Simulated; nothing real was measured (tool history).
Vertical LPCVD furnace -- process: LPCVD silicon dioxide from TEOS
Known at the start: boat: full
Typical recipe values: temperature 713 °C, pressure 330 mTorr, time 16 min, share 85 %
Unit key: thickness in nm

run	hour	temperature	pressure	time	share	read-back reference wafer on the same gauge, thickness	thickness
1	0	710	330	16	85	182.06	166.14
2	38.3	713	330	16	85	181.81	177.05
3	292.7	713	330	16	85	181.87	177.55
4	333.5	713	330	16	85	181.88	178.29
5	373.2	713	330	16	85	182.12	178.06
6	455.4	713	330	16	85	181.79	178.51
7	557.8	713	330	16	85	182.11	178.8
8	596.1	713	330	16	85	181.88	178.89
9	680.4	719	360	16	85	181.78	213.28
# hour 755.7: pressure gauge zeroed
10	779.9	719	360	16	85	181.81	206.98
11	860.2	702	330	16	85	182.05	135.83
12	929.7	716	410	16	85	182.07	207.96
# hour 980.9: thermocouples replaced and temperature profile calibrated
13	981.4	713	330	12	77	181.95	120.55
14	1053.1	707	295	18.5	96	182.12	171.63
15	1149.8	713	285	21	76	182.3	195.71
16	1255.3	713	330	16	85	181.98	169.83
# hour 1328.1: gauge calibrated
17	1341.6	713	360	16	77	182.05	169.32
# hour 1365.7: TEOS flow controller replaced
18	1401	713	400	16	85	182.15	188.86
19	1449.7	724	250	16	85	181.97	190.87
20	1525.1	713	330	16	85	182.27	171.78
21	1588.7	713	330	16	85	181.7	172.4
22	1649.8	713	390	18.5	97	182.09	230.18
23	1742.5	713	295	16	85	181.83	162.2
24	1850.2	713	330	16	85	181.97	173.78
25	1943.8	713	330	16	85	182.21	173.13
26	2018.7	713	330	16	85	182	173.67
27	2056.7	713	330	11	85	181.94	118.54
28	2128.7	713	330	11.5	85	181.97	125.66
29	2173.5	713	330	16	85	182.16	173.62
30	2249.4	713	330	18.5	90	182.06	206.88
31	2357.4	707	330	16	95	181.69	161.07

Subtracting, for every run, the result it would have given without the tool's unlogged condition from the measured result gives the following. The same run-to-run variation enters both numbers; the gauge's scatter may not:
Hidden conditions of the tool in this case: true tube temperature minus thermocouple reading, K; true pressure minus gauge reading, mTorr; deviation of the TEOS flow from its setpoint, %; gauge reads high (%).
run	thickness
1	+9.51
2	+10.17
3	+10.57
4	+10.68
5	+10.72
6	+10.86
7	+11.02
8	+11.08
9	+12.8
10	+7.42
11	+5.13
12	+7.7
13	+0.76
14	+1.65
15	+2.61
16	+2.81
17	+3.2
18	+3.83
19	+4.48
20	+4.19
21	+4.49
22	+6.12
23	+4.92
24	+5.54
25	+5.84
26	+6.08
27	+4.23
28	+4.64
29	+6.54
30	+8.03
31	+6.58
